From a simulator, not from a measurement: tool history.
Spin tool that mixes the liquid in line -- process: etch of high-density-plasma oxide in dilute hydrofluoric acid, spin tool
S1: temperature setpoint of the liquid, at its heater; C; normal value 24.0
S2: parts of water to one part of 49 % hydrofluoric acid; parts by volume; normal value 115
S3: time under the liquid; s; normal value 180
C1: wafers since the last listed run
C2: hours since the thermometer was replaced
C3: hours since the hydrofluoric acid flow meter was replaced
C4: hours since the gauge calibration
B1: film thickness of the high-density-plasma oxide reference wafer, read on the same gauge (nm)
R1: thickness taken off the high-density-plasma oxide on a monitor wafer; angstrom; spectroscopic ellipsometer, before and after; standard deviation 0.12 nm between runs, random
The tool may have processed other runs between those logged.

run     day    S1   S2   S3    C1      C2     C3      C4     B1     R1
  1   0.000  25.5  115  180     0  1125.8  550.1  1337.1  90.03  180.3
  2   3.442  23.0  115  265   693  1208.4  632.7  1419.7  90.01  238.2
      4.517  -- hydrofluoric acid flow meter replaced
  3   5.142  23.0  115  265   334  1249.2   15.0  1460.5  90.00  232.5
  4   6.883  24.0  115  180   351  1291.0   56.8  1502.3  89.95  162.2
  5   9.942  24.0  115  180   616  1364.4  130.2  1575.7  90.00  164.4
  6  12.421  24.0  115  180   499  1423.9  189.7  1635.2  90.00  163.1
  7  14.996  24.0   90  180   519  1485.7  251.5  1697.0  89.98  215.6
  8  19.138  24.0   90  180   834  1585.1  350.9  1796.4  90.01  212.9
  9  22.083  24.0  135  180   593  1655.8  421.6  1867.1  89.99  132.4
 10  23.754  24.0  135  180   336  1695.9  461.7  1907.2  90.06  132.6
     24.288  -- gauge calibrated
 11  28.025  24.0  115  180   860  1798.4  564.2    89.7  89.96  158.4
 12  29.904  24.0  115  180   378  1843.5  609.3   134.8  89.99  159.3
     32.233  -- hydrofluoric acid flow meter replaced, repeated, since the last time left the tool worse
 13  32.700  28.0  115  180   555  1910.6   11.2   201.9  90.02  203.0
 14  39.050  28.5   90  240  1279  2063.0  163.6   354.3  89.98  361.5
 15  42.121  24.0  115  180   618  2136.7  237.3   428.0  90.00  172.3
 16  46.012  24.0  115  180   784  2230.1  330.7   521.4  90.01  170.5
 17  49.604  26.0  135  180   723  2316.3  416.9   607.6  90.03  152.3
 18  52.758  28.5  160  180   635  2392.0  492.6   683.3  89.99  138.1
 19  56.233  25.5  130  145   700  2475.4  576.0   766.7  89.96  126.6
 20  58.496  22.5   75  180   456  2529.7  630.3   821.0  90.01  258.9
     59.783  -- hydrofluoric acid flow meter replaced
 21  61.962  20.5  150  250   690  2612.9   52.3   904.2  90.04  156.3
     63.050  -- thermometer replaced
 22  64.817  28.5  115  245   566    42.4  120.8   972.7  90.00  281.2
 23  67.371  20.5  140  130   514   103.7  182.1  1034.0  89.96   87.4
 24  71.462  24.0  115  180   824   201.9  280.3  1132.2  89.98  173.0
 25  73.742  24.0   75  150   459   256.6  335.0  1186.9  90.01  231.6
 26  76.708  24.0  115  180   597   327.8  406.2  1258.1  89.99  168.5
 27  78.458  24.0  115  180   352   369.8  448.2  1300.1  89.99  172.9
 28  82.842  24.0  115  180   883   475.0  553.4  1405.3  90.02  168.8
 29  85.642  24.0  115  180   564   542.2  620.6  1472.5  90.01  168.1
 30  87.808  24.0   75  180   436   594.2  672.6  1524.5  89.99  272.5
     91.550  -- hydrofluoric acid flow meter replaced
 31  92.117  24.0   65  115   859   697.6   13.6  1627.9  90.00  210.7

Forecast each of these 4 alternatives for the next run:
  A  92.138  24.0  115  100   4  698.1  14.1  1628.4   ?   ?
  B  92.138  24.0  115  235   4  698.1  14.1  1628.4   ?   ?
  C  92.138  21.0  140  240   4  698.1  14.1  1628.4   ?   ?
  D  92.138  27.5  115  135   4  698.1  14.1  1628.4   ?   ?

run     B1     R1
  A  90.03   97.1
  B  90.03  228.2
  C  90.03  165.3
  D  90.03  150.0
Take away the tool's hidden state, keep each run's random variation, and the runs would have read:
run     R1
  A   97.6
  B  229.3
  C  166.1
  D  150.8
